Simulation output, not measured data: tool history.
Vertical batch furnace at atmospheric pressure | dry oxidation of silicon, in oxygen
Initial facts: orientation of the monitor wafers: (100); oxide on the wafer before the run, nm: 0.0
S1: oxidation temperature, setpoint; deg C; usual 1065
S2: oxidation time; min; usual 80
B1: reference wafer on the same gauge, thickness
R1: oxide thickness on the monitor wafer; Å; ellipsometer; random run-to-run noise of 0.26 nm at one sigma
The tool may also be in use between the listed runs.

run   hour    S1     S2     B1      R1
  1      0  1065     80  92.02    1076
  2   13.4  1065     80  92.02  1081.8
  3   96.3  1065     80     92  1079.3
  4  118.8  1065     80  91.99  1076.7
  5  149.6  1065     80  92.05  1075.6
  6    173  1065     80  91.92    1074
  7    200  1065   61.5  91.96   906.4
  8  219.9  1065     80  92.01  1073.5
  9  244.9  1065   63.5  91.96   929.5
 10  263.9  1065     80  92.02    1077
     294.7  -- boat lift adjusted
 11  298.3  1065   95.5  91.98  1181.2
     325.1  -- thermocouples replaced and temperature profile calibrated
 12  325.6  1072   44.5     92   765.8
 13  336.1  1056    104     92  1161.8
     337.5  -- gauge calibrated
 14  348.1  1077     47     92   826.8
 15  367.8  1065     80     92  1053.5
       416  -- boat lift adjusted, repeated, since the last time left the tool worse
 16  416.5  1065     80  91.99  1096.3
 17  422.1  1082    103  91.98  1456.7
 18  454.3  1065     80     92  1093.3
 19  524.5  1052  113.5  92.01  1238.4
 20  552.1  1065     80  92.01  1094.9
 21  586.9  1081   40.5  91.98   803.9
 22  620.1  1065     49  92.01   795.2

Forecast each of these 4 alternatives for the next run:
  A  625.8  1065    80   ?   ?
  B  625.8  1085   106   ?   ?
  C  625.8  1065  57.5   ?   ?
  D  625.8  1076    80   ?   ?

run     B1      R1
  A  91.99  1089.3
  B  91.99  1512.5
  C  91.99   881.8
  D  91.99  1184.8
Without the tool's hidden state the same runs would have given:
run      R1
  A  1094.5
  B  1519.2
  C   886.1
  D  1190.3
